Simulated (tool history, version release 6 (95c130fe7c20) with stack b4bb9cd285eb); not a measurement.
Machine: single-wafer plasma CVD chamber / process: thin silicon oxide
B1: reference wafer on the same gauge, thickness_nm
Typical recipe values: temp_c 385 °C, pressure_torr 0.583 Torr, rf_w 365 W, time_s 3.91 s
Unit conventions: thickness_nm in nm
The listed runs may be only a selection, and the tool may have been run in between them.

{"run": 1, "hour": 0.0, "temp_c": 385, "pressure_torr": 0.583, "rf_w": 365, "time_s": 3.91, "B1": 4.552, "thickness_nm": 5.96}
{"run": 2, "hour": 8.3, "temp_c": 385, "pressure_torr": 0.583, "rf_w": 365, "time_s": 3.91, "B1": 4.552, "thickness_nm": 5.952}
{"run": 3, "hour": 37.2, "temp_c": 385, "pressure_torr": 0.583, "rf_w": 365, "time_s": 3.45, "B1": 4.55, "thickness_nm": 5.253}
{"run": 4, "hour": 73.5, "temp_c": 385, "pressure_torr": 0.583, "rf_w": 365, "time_s": 3.45, "B1": 4.549, "thickness_nm": 5.288}
{"run": 5, "hour": 90.1, "temp_c": 385, "pressure_torr": 0.583, "rf_w": 365, "time_s": 3.91, "B1": 4.548, "thickness_nm": 5.961}
{"run": 6, "hour": 104.2, "temp_c": 385, "pressure_torr": 0.583, "rf_w": 365, "time_s": 3.91, "B1": 4.55, "thickness_nm": 5.965}
{"hour": 158.8, "done": "showerhead replaced, of another model than before"}
{"run": 7, "hour": 159.3, "temp_c": 385, "pressure_torr": 0.583, "rf_w": 365, "time_s": 3.91, "B1": 4.549, "thickness_nm": 5.931}
{"run": 8, "hour": 169.5, "temp_c": 385, "pressure_torr": 0.583, "rf_w": 365, "time_s": 3.91, "B1": 4.548, "thickness_nm": 5.926}
{"hour": 174.0, "done": "gauge calibrated"}
{"hour": 193.9, "done": "thermocouple changed; heater temperature recalibrated"}
{"run": 9, "hour": 205.0, "temp_c": 385, "pressure_torr": 0.583, "rf_w": 365, "time_s": 3.91, "B1": 4.551, "thickness_nm": 5.926}
{"hour": 222.3, "done": "RF generator calibrated"}
{"run": 10, "hour": 222.8, "temp_c": 385, "pressure_torr": 0.583, "rf_w": 365, "time_s": 3.91, "B1": 4.551, "thickness_nm": 5.911}
{"run": 11, "hour": 231.8, "temp_c": 385, "pressure_torr": 0.583, "rf_w": 365, "time_s": 3.91, "B1": 4.548, "thickness_nm": 5.908}
{"run": 12, "hour": 241.0, "temp_c": 385, "pressure_torr": 0.583, "rf_w": 390, "time_s": 3.43, "B1": 4.55, "thickness_nm": 5.287}
{"run": 13, "hour": 256.3, "temp_c": 385, "pressure_torr": 0.512, "rf_w": 365, "time_s": 4.17, "B1": 4.549, "thickness_nm": 5.732}
{"run": 14, "hour": 268.4, "temp_c": 385, "pressure_torr": 0.583, "rf_w": 365, "time_s": 3.91, "B1": 4.552, "thickness_nm": 5.948}
{"run": 15, "hour": 282.5, "temp_c": 390, "pressure_torr": 0.631, "rf_w": 310, "time_s": 4.4, "B1": 4.549, "thickness_nm": 6.728}
{"hour": 298.7, "done": "capacitance manometer re-zeroed and calibrated"}
{"run": 16, "hour": 299.2, "temp_c": 385, "pressure_torr": 0.583, "rf_w": 365, "time_s": 3.91, "B1": 4.551, "thickness_nm": 5.719}
{"run": 17, "hour": 309.9, "temp_c": 385, "pressure_torr": 0.718, "rf_w": 420, "time_s": 3.91, "B1": 4.55, "thickness_nm": 7.015}
{"run": 18, "hour": 325.5, "temp_c": 385, "pressure_torr": 0.721, "rf_w": 415, "time_s": 4.66, "B1": 4.548, "thickness_nm": 8.336}
{"run": 19, "hour": 342.3, "temp_c": 385, "pressure_torr": 0.684, "rf_w": 315, "time_s": 4.59, "B1": 4.547, "thickness_nm": 7.271}
{"run": 20, "hour": 348.6, "temp_c": 385, "pressure_torr": 0.583, "rf_w": 365, "time_s": 3.91, "B1": 4.549, "thickness_nm": 5.729}
{"run": 21, "hour": 365.4, "temp_c": 380, "pressure_torr": 0.671, "rf_w": 415, "time_s": 3.91, "B1": 4.55, "thickness_nm": 6.632}
{"run": 22, "hour": 380.2, "temp_c": 385, "pressure_torr": 0.449, "rf_w": 365, "time_s": 3.91, "B1": 4.547, "thickness_nm": 4.726}
{"run": 23, "hour": 396.5, "temp_c": 385, "pressure_torr": 0.583, "rf_w": 365, "time_s": 3.91, "B1": 4.551, "thickness_nm": 5.73}

Pick out some run-to-run changes in thickness_nm. Of each, how much would a tool without hidden state show as well, from the settings, what came in and chance, and how much is left for the hidden state and any gauge scatter not in both results compared?
Hidden state present: wafer temperature above the value expected at the setpoint (K); delivered RF power above the setpoint (%); true pressure above the setpoint (%); gauge reads high (%).
Run 6 -> 7: showerhead replaced, of another model than before. thickness_nm -0.034 nm: hidden state -0.063, all else +0.029.
Run 15 -> 16: temp_c 390 -> 385, pressure_torr 0.631 -> 0.583, rf_w 310 -> 365, time_s 4.40 -> 3.91, capacitance manometer re-zeroed and calibrated. thickness_nm -1.009 nm: hidden state -0.242, all else -0.767.
Run 19 -> 20: pressure_torr 0.684 -> 0.583, rf_w 315 -> 365, time_s 4.59 -> 3.91. thickness_nm -1.542 nm: hidden state -0.013, all else -1.529.
Run 21 -> 22: temp_c 380 -> 385, pressure_torr 0.671 -> 0.449, rf_w 415 -> 365. thickness_nm -1.906 nm: hidden state -0.015, all else -1.891.
